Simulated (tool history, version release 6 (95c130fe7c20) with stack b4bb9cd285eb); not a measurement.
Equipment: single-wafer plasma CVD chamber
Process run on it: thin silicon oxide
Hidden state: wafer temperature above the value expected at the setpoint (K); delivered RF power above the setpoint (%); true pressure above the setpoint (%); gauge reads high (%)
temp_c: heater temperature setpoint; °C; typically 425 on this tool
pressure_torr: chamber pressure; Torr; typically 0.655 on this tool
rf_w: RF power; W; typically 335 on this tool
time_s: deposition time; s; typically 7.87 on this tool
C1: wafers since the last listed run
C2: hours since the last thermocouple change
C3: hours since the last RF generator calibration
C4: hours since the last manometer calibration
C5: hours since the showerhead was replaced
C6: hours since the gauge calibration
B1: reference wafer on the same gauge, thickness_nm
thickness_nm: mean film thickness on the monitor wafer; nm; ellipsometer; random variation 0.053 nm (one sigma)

Run 1, hour 0.0: usual settings; C1 0; C2 756.4; C3 1941.1; C4 2159.9; C5 3219.1; C6 366.3; B1 12.997. Result: thickness_nm 13.275 nm.
Run 2, hour 11.6: usual settings; C1 308; C2 768.0; C3 1952.7; C4 2171.5; C5 3230.7; C6 377.9; B1 13.006. Result: thickness_nm 13.271 nm.
Run 3, hour 19.7: usual settings; C1 215; C2 776.1; C3 1960.8; C4 2179.6; C5 3238.8; C6 386.0; B1 12.987. Result: thickness_nm 13.208 nm.
Run 4, hour 29.5: usual settings; C1 260; C2 785.9; C3 1970.6; C4 2189.4; C5 3248.6; C6 395.8; B1 12.998. Result: thickness_nm 13.221 nm.
Run 5, hour 40.2: usual settings but temp_c 418 °C; C1 284; C2 796.6; C3 1981.3; C4 2200.1; C5 3259.3; C6 406.5; B1 13.011. Result: thickness_nm 13.250 nm.
Run 6, hour 69.6: usual settings but time_s 8.34 s; C1 780; C2 826.0; C3 2010.7; C4 2229.5; C5 3288.7; C6 435.9; B1 13.003. Result: thickness_nm 13.969 nm.
Run 7, hour 81.7: usual settings but time_s 8.34 s; C1 321; C2 838.1; C3 2022.8; C4 2241.6; C5 3300.8; C6 448.0; B1 13.007. Result: thickness_nm 13.954 nm.
Run 8, hour 92.2: usual settings but time_s 8.34 s; C1 278; C2 848.6; C3 2033.3; C4 2252.1; C5 3311.3; C6 458.5; B1 12.996. Result: thickness_nm 13.998 nm.
At hour 104.0: capacitance manometer re-zeroed and calibrated.
Run 9, hour 104.5: usual settings but rf_w 380 W; C1 114; C2 860.9; C3 2045.6; C4 0.5; C5 3323.6; C6 470.8; B1 12.979. Result: thickness_nm 13.834 nm.
Run 10, hour 117.3: usual settings; C1 339; C2 873.7; C3 2058.4; C4 13.3; C5 3336.4; C6 483.6; B1 13.008. Result: thickness_nm 13.226 nm.
Run 11, hour 131.5: usual settings; C1 377; C2 887.9; C3 2072.6; C4 27.5; C5 3350.6; C6 497.8; B1 13.013. Result: thickness_nm 13.189 nm.
Run 12, hour 141.6: usual settings but temp_c 415 °C, rf_w 275 W; C1 268; C2 898.0; C3 2082.7; C4 37.6; C5 3360.7; C6 507.9; B1 13.005. Result: thickness_nm 12.173 nm.
Run 13, hour 155.2: usual settings but temp_c 435 °C, pressure_torr 0.784 Torr, rf_w 390 W, time_s 8.40 s; C1 361; C2 911.6; C3 2096.3; C4 51.2; C5 3374.3; C6 521.5; B1 13.001. Result: thickness_nm 17.652 nm.
Run 14, hour 169.3: usual settings; C1 374; C2 925.7; C3 2110.4; C4 65.3; C5 3388.4; C6 535.6; B1 13.010. Result: thickness_nm 13.106 nm.
At hour 182.6: gauge calibrated.
At hour 202.9: showerhead replaced.
Run 15, hour 203.4: usual settings; C1 693; C2 959.8; C3 2144.5; C4 99.4; C5 0.5; C6 20.8; B1 12.999. Result: thickness_nm 13.276 nm.
Run 16, hour 214.5: usual settings; C1 294; C2 970.9; C3 2155.6; C4 110.5; C5 11.6; C6 31.9; B1 13.017. Result: thickness_nm 13.271 nm.
Run 17, hour 223.0: usual settings but time_s 8.56 s; C1 225; C2 979.4; C3 2164.1; C4 119.0; C5 20.1; C6 40.4; B1 12.983. Result: thickness_nm 14.330 nm.
Run 18, hour 240.8: usual settings but temp_c 412 °C, rf_w 270 W; C1 472; C2 997.2; C3 2181.9; C4 136.8; C5 37.9; C6 58.2; B1 12.984. Result: thickness_nm 12.154 nm.
Run 19, hour 257.4: usual settings but temp_c 438 °C, pressure_torr 0.495 Torr, rf_w 360 W; C1 440; C2 1013.8; C3 2198.5; C4 153.4; C5 54.5; C6 74.8; B1 12.994. Result: thickness_nm 10.119 nm.
At hour 271.8: RF generator calibrated.
Run 20, hour 272.3: usual settings; C1 183; C2 1028.7; C3 0.5; C4 168.3; C5 69.4; C6 89.7; B1 13.003. Result: thickness_nm 13.158 nm.
Run 21, hour 290.0: usual settings; C1 470; C2 1046.4; C3 18.2; C4 186.0; C5 87.1; C6 107.4; B1 13.009. Result: thickness_nm 13.281 nm.
At hour 303.6: thermocouple changed; heater temperature recalibrated.
Run 22, hour 304.1: usual settings but temp_c 416 °C, pressure_torr 0.606 Torr; C1 161; C2 0.5; C3 32.3; C4 200.1; C5 101.2; C6 121.5; B1 12.987. Result: thickness_nm 12.281 nm.
Run 23, hour 307.0: usual settings but temp_c 431 °C, rf_w 375 W; C1 77; C2 3.4; C3 35.2; C4 203.0; C5 104.1; C6 124.4; B1 13.010. Result: thickness_nm 13.782 nm.
Run 24, hour 345.4: usual settings; C1 1019; C2 41.8; C3 73.6; C4 241.4; C5 142.5; C6 162.8; B1 12.991. Result: thickness_nm 13.191 nm.
Run 25, hour 391.9: usual settings but temp_c 431 °C, pressure_torr 0.526 Torr, rf_w 300 W; C1 1234; C2 88.3; C3 120.1; C4 287.9; C5 189.0; C6 209.3; B1 12.999. Result: thickness_nm 10.072 nm.
Run 26, hour 403.3: usual settings but pressure_torr 0.555 Torr, rf_w 295 W; C1 302; C2 99.7; C3 131.5; C4 299.3; C5 200.4; C6 220.7; B1 12.988. Result: thickness_nm 10.507 nm.
Run 27, hour 414.4: usual settings but temp_c 437 °C, pressure_torr 0.815 Torr, rf_w 290 W; C1 294; C2 110.8; C3 142.6; C4 310.4; C5 211.5; C6 231.8; B1 12.993. Result: thickness_nm 15.062 nm.
Run 28, hour 426.6: usual settings; C1 323; C2 123.0; C3 154.8; C4 322.6; C5 223.7; C6 244.0; B1 13.002. Result: thickness_nm 13.203 nm.

Here are 5 independent what-if runs from the current tool condition. What would each one return?
Run A, hour 427.0: usual settings; C1 10; C2 123.4; C3 155.2; C4 323.0; C5 224.1; C6 244.4; B1 ?. Result: thickness_nm ?.
Run B, hour 427.0: usual settings but pressure_torr 0.503 Torr, rf_w 305 W; C1 10; C2 123.4; C3 155.2; C4 323.0; C5 224.1; C6 244.4; B1 ?. Result: thickness_nm ?.
Run C, hour 427.0: usual settings but pressure_torr 0.787 Torr, rf_w 290 W, time_s 8.91 s; C1 10; C2 123.4; C3 155.2; C4 323.0; C5 224.1; C6 244.4; B1 ?. Result: thickness_nm ?.
Run D, hour 427.0: usual settings but pressure_torr 0.766 Torr, rf_w 390 W; C1 10; C2 123.4; C3 155.2; C4 323.0; C5 224.1; C6 244.4; B1 ?. Result: thickness_nm ?.
Run E, hour 427.0: usual settings but pressure_torr 0.523 Torr, rf_w 370 W; C1 10; C2 123.4; C3 155.2; C4 323.0; C5 224.1; C6 244.4; B1 ?. Result: thickness_nm ?.

run      B1  thickness_nm
  A  12.997        13.193
  B  12.997         9.720
  C  12.997        16.723
  D  12.997        16.308
  E  12.997        10.955
Had the tool no hidden state, the same runs would have come out as:
run  thickness_nm
  A        13.193
  B         9.720
  C        16.723
  D        16.308
  E        10.955
